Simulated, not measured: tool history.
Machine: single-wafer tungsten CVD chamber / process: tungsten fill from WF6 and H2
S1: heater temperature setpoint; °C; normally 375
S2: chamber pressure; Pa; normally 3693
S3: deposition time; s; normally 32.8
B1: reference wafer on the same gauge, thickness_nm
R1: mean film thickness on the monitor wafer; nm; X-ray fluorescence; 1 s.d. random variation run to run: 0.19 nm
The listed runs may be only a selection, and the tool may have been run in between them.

Run 1, day 0.000: usual settings; B1 45.987. Result: R1 54.761 nm.
Run 2, day 0.692: usual settings; B1 45.990. Result: R1 54.579 nm.
Run 3, day 2.025: usual settings; B1 46.026. Result: R1 55.059 nm.
Run 4, day 3.362: usual settings; B1 46.035. Result: R1 55.005 nm.
Run 5, day 4.858: usual settings but S3 28.4 s; B1 45.987. Result: R1 47.314 nm.
Run 6, day 5.821: usual settings but S3 28.4 s; B1 45.999. Result: R1 47.381 nm.
Run 7, day 7.171: usual settings but S2 4400 Pa; B1 46.017. Result: R1 57.203 nm.
Run 8, day 8.296: usual settings but S2 4400 Pa; B1 46.027. Result: R1 57.346 nm.
Run 9, day 8.962: usual settings but S2 4400 Pa; B1 46.013. Result: R1 57.588 nm.
Run 10, day 9.788: usual settings; B1 45.976. Result: R1 54.768 nm.
Run 11, day 10.421: usual settings but S3 29.8 s; B1 45.979. Result: R1 49.921 nm.
Run 12, day 10.975: usual settings but S3 29.8 s; B1 45.973. Result: R1 50.070 nm.
Run 13, day 11.683: usual settings; B1 45.990. Result: R1 54.747 nm.
Run 14, day 12.929: usual settings; B1 45.972. Result: R1 54.846 nm.
At day 13.962: showerhead replaced, of another model than before.
Run 15, day 14.100: usual settings; B1 45.966. Result: R1 54.963 nm.
Run 16, day 15.550: usual settings; B1 45.989. Result: R1 54.914 nm.
Run 17, day 16.671: usual settings; B1 45.999. Result: R1 55.044 nm.

For run 18, what comes out?
Run 18, day 18.029: usual settings but S1 381 °C; B1 ?. Result: R1 ?.

B1: 46.034
R1: 61.223 nm
With the hidden condition absent and the run-to-run variation left alone, this run would have shown R1 59.608 nm.

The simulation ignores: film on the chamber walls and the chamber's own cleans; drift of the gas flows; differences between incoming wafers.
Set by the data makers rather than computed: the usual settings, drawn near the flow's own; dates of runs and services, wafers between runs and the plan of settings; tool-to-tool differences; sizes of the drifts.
